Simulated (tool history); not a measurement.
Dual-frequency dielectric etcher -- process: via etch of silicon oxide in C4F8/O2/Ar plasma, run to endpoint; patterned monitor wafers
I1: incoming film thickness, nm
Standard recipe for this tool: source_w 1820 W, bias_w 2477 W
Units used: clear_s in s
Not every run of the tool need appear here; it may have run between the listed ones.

run 1 hour=0 | source_w=1820 bias_w=2477 | I1=1500.8 | clear_s=309.7
run 2 hour=37.8 | source_w=2150 bias_w=2148 | I1=1490.3 | clear_s=298.2
run 3 hour=66.4 | source_w=1820 bias_w=2477 | I1=1492.9 | clear_s=306.9
run 4 hour=97.6 | source_w=1820 bias_w=2477 | I1=1501.5 | clear_s=307.9
run 5 hour=166.4 | source_w=1820 bias_w=2477 | I1=1491.5 | clear_s=309
-- hour=270.6 wet clean of the chamber
run 6 hour=380.9 | source_w=1820 bias_w=2477 | I1=1481.2 | clear_s=297.4
run 7 hour=416 | source_w=1820 bias_w=2477 | I1=1484.5 | clear_s=305.3
run 8 hour=486.9 | source_w=1820 bias_w=2477 | I1=1505.4 | clear_s=307.1
run 9 hour=539.6 | source_w=1820 bias_w=2477 | I1=1508.3 | clear_s=305.4
run 10 hour=583 | source_w=1820 bias_w=2477 | I1=1476.9 | clear_s=303.4
run 11 hour=633.3 | source_w=1820 bias_w=2477 | I1=1496.1 | clear_s=305.5
run 12 hour=663.2 | source_w=1940 bias_w=2826 | I1=1503.9 | clear_s=290.9
-- hour=680.4 source power generator calibrated
run 13 hour=806.5 | source_w=1820 bias_w=1991 | I1=1478.1 | clear_s=323.5
run 14 hour=861 | source_w=1820 bias_w=1991 | I1=1495 | clear_s=327.6
-- hour=891.8 wet clean of the chamber
run 15 hour=919.1 | source_w=1820 bias_w=2477 | I1=1483.1 | clear_s=297.7
run 16 hour=969.9 | source_w=1820 bias_w=2965 | I1=1506.8 | clear_s=283.5
run 17 hour=1035.6 | source_w=1420 bias_w=2074 | I1=1509.6 | clear_s=358.1
run 18 hour=1081.7 | source_w=1820 bias_w=2477 | I1=1508.6 | clear_s=304.6
run 19 hour=1117.7 | source_w=1600 bias_w=2273 | I1=1496.1 | clear_s=330.3
run 20 hour=1168.1 | source_w=1690 bias_w=2477 | I1=1490.5 | clear_s=311.1
run 21 hour=1215.7 | source_w=1820 bias_w=2477 | I1=1489.5 | clear_s=304.3
-- hour=1256.7 bias power generator calibrated
run 22 hour=1257.2 | source_w=2180 bias_w=2477 | I1=1494 | clear_s=281.9
run 23 hour=1288 | source_w=2260 bias_w=3029 | I1=1493 | clear_s=262.1
-- hour=1330.7 upper electrode replaced
run 24 hour=1348.1 | source_w=2270 bias_w=2477 | I1=1493.6 | clear_s=280.7
run 25 hour=1404.7 | source_w=1820 bias_w=2477 | I1=1487.8 | clear_s=305.4
-- hour=1462.1 wet clean of the chamber
run 26 hour=1471.3 | source_w=1820 bias_w=2477 | I1=1496.7 | clear_s=297.2
run 27 hour=1517.6 | source_w=1820 bias_w=2477 | I1=1517.6 | clear_s=300.1
run 28 hour=1585 | source_w=1560 bias_w=2048 | I1=1492.7 | clear_s=334.2
run 29 hour=1668.5 | source_w=1550 bias_w=2299 | I1=1494.9 | clear_s=329.2
run 30 hour=1709.1 | source_w=2240 bias_w=2477 | I1=1489 | clear_s=276.3
run 31 hour=1763.4 | source_w=1820 bias_w=1918 | I1=1501.5 | clear_s=331.7
run 32 hour=1828.6 | source_w=2180 bias_w=2011 | I1=1506.5 | clear_s=303.1
run 33 hour=1863.2 | source_w=1820 bias_w=2477 | I1=1490.2 | clear_s=304.7
run 34 hour=1911.2 | source_w=1820 bias_w=1991 | I1=1474.4 | clear_s=320.3
run 35 hour=1940.2 | source_w=1990 bias_w=2020 | I1=1507.2 | clear_s=311.4

Selected run-to-run steps in clear_s, each split into two signed amounts: the part the tool would show with no hidden state at all (from settings, incoming material and random variation), and the remainder, which goes to the hidden state together with any gauge scatter not common to the measured and the hidden-state-free results:
What the log doesn't record here: etch rate over this chamber's usual, %; source power that arrives over what is set, %; bias power that arrives over what is set, %.
Run 5 -> 6: wet clean of the chamber. clear_s -11.6 s: hidden state -7.9, all else -3.7.
Run 14 -> 15: bias_w 1991 -> 2477, wet clean of the chamber. clear_s -29.9 s: hidden state -11.1, all else -18.8.
Run 16 -> 17: source_w 1820 -> 1420, bias_w 2965 -> 2074. clear_s +74.6 s: hidden state +1.7, all else +72.9.
Run 17 -> 18: source_w 1420 -> 1820, bias_w 2074 -> 2477. clear_s -53.5 s: hidden state +0.4, all else -53.9.
Run 25 -> 26: wet clean of the chamber. clear_s -8.2 s: hidden state -9.3, all else +1.1.
Run 30 -> 31: source_w 2240 -> 1820, bias_w 2477 -> 1918. clear_s +55.4 s: hidden state +1.6, all else +53.8.
